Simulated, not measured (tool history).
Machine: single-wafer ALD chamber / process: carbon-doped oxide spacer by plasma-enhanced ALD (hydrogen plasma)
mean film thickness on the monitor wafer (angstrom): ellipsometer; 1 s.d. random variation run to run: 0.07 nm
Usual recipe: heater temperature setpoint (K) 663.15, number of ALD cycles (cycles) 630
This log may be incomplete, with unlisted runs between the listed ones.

run	day	heater temperature setpoint (K)	number of ALD cycles (cycles)	read-back reference wafer on the same gauge, thickness_nm	mean film thickness on the monitor wafer (angstrom)
1	0	669.15	630	24.129	283.71
2	0.379	655.15	630	24.104	282.22
3	0.954	655.15	630	24.156	282.93
4	1.421	663.15	630	24.165	283.54
5	2.558	663.15	545	24.199	246.14
6	3.058	663.15	545	24.21	245.61
7	3.367	663.15	545	24.202	246.7
8	3.929	656.15	552	24.249	248.96
9	4.483	656.15	552	24.207	248.18
10	5.179	656.15	552	24.242	249.89
11	5.529	663.15	630	24.232	283.56
12	7.171	663.15	630	24.255	283.78
# day 7.629: thermocouple changed; heater temperature recalibrated
13	7.838	667.15	630	24.263	283.37
14	8.15	667.15	630	24.245	285.28
15	8.404	667.15	630	24.302	282.99
16	8.788	663.15	630	24.274	284.48
17	9.112	657.15	630	24.243	283.67
18	9.4	648.15	562	24.272	253.68
19	9.65	651.15	560	24.29	252.56
20	10.067	663.15	630	24.312	285.81
21	12.188	652.15	507	24.262	228.4
# day 12.629: gauge calibrated
22	12.646	658.15	685	23.894	303.14
23	12.946	663.15	699	23.936	310.9
24	13.317	656.15	675	23.961	300.82
25	13.692	656.15	552	23.978	246.42
26	14.438	653.15	729	23.999	325.43
27	14.767	649.15	733	24.036	326.7
28	15.462	670.15	630	24.074	281.95
29	15.758	652.15	525	24.087	236.07
30	16.412	663.15	630	24.115	283.21
31	16.704	658.15	700	24.088	313.7
32	17.046	649.15	560	24.129	250.78

Forecast each of these 5 alternatives for the next run:
A	17.104	663.15	718	?	?
B	17.104	663.15	732	?	?
C	17.104	649.15	735	?	?
D	17.104	656.15	710	?	?
E	17.104	675.15	630	?	?

run	read-back reference wafer on the same gauge, thickness_nm	mean film thickness on the monitor wafer (angstrom)
A	24.106	322.27
B	24.106	328.55
C	24.106	329.9
D	24.106	318.68
E	24.106	279.65
Without the tool's unlogged condition, the same runs would have read:
run	mean film thickness on the monitor wafer (angstrom)
A	319.19
B	325.42
C	326.75
D	315.63
E	276.98

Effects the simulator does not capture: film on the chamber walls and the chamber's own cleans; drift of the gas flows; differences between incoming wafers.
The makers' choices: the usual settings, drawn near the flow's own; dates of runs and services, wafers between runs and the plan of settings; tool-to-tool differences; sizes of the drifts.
